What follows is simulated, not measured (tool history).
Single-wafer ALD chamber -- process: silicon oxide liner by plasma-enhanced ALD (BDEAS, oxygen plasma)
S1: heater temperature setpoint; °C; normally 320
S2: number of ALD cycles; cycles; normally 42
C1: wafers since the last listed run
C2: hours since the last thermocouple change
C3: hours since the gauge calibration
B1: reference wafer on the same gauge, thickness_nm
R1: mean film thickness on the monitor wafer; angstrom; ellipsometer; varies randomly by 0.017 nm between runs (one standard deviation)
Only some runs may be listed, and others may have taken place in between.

run 1 hour=0 | S1=320 S2=42 | C1=0 C2=1516.1 C3=447.2 | B1=3.599 | R1=35.82
run 2 hour=65.2 | S1=320 S2=42 | C1=502 C2=1581.3 C3=512.4 | B1=3.6 | R1=35.82
run 3 hour=113.9 | S1=320 S2=42 | C1=375 C2=1630 C3=561.1 | B1=3.598 | R1=35.65
run 4 hour=158.7 | S1=320 S2=42 | C1=345 C2=1674.8 C3=605.9 | B1=3.576 | R1=35.88
run 5 hour=254.5 | S1=320 S2=42 | C1=738 C2=1770.6 C3=701.7 | B1=3.568 | R1=35.34
run 6 hour=359.7 | S1=320 S2=42 | C1=811 C2=1875.8 C3=806.9 | B1=3.547 | R1=35.42
-- hour=395 thermocouple changed; heater temperature recalibrated
run 7 hour=447.6 | S1=320 S2=42 | C1=616 C2=52.6 C3=894.8 | B1=3.533 | R1=35.05
run 8 hour=528.5 | S1=317 S2=42 | C1=623 C2=133.5 C3=975.7 | B1=3.527 | R1=35.22
run 9 hour=573.9 | S1=333 S2=34 | C1=350 C2=178.9 C3=1021.1 | B1=3.531 | R1=27.78
run 10 hour=647.9 | S1=334 S2=39 | C1=570 C2=252.9 C3=1095.1 | B1=3.509 | R1=31.86
run 11 hour=704.5 | S1=320 S2=42 | C1=436 C2=309.5 C3=1151.7 | B1=3.503 | R1=35.13
run 12 hour=809 | S1=309 S2=35 | C1=805 C2=414 C3=1256.2 | B1=3.481 | R1=29.25
-- hour=853.5 gauge calibrated
run 13 hour=905.6 | S1=311 S2=49 | C1=744 C2=510.6 C3=52.1 | B1=3.684 | R1=43.46
run 14 hour=951.8 | S1=335 S2=37 | C1=356 C2=556.8 C3=98.3 | B1=3.68 | R1=31.72
run 15 hour=1053.8 | S1=306 S2=40 | C1=786 C2=658.8 C3=200.3 | B1=3.661 | R1=35.05
run 16 hour=1119.2 | S1=310 S2=37 | C1=504 C2=724.2 C3=265.7 | B1=3.657 | R1=32.36
run 17 hour=1168 | S1=326 S2=48 | C1=376 C2=773 C3=314.5 | B1=3.651 | R1=40.96

What if the next run were any one of these 4? Each begins from the tool's condition after run 17:
run A hour=1168.5 | S1=320 S2=42 | C1=3 C2=773.5 C3=315 | B1=? | R1=?
run B hour=1168.5 | S1=309 S2=46 | C1=3 C2=773.5 C3=315 | B1=? | R1=?
run C hour=1168.5 | S1=311 S2=46 | C1=3 C2=773.5 C3=315 | B1=? | R1=?
run D hour=1168.5 | S1=327 S2=36 | C1=3 C2=773.5 C3=315 | B1=? | R1=?

run=A B1=3.645 R1=36.22
run=B B1=3.645 R1=40.23
run=C B1=3.645 R1=40.12
run=D B1=3.645 R1=30.77
What these runs would have given with no unlogged condition in the tool:
run=A R1=36.28
run=B R1=40.29
run=C R1=40.18
run=D R1=30.82

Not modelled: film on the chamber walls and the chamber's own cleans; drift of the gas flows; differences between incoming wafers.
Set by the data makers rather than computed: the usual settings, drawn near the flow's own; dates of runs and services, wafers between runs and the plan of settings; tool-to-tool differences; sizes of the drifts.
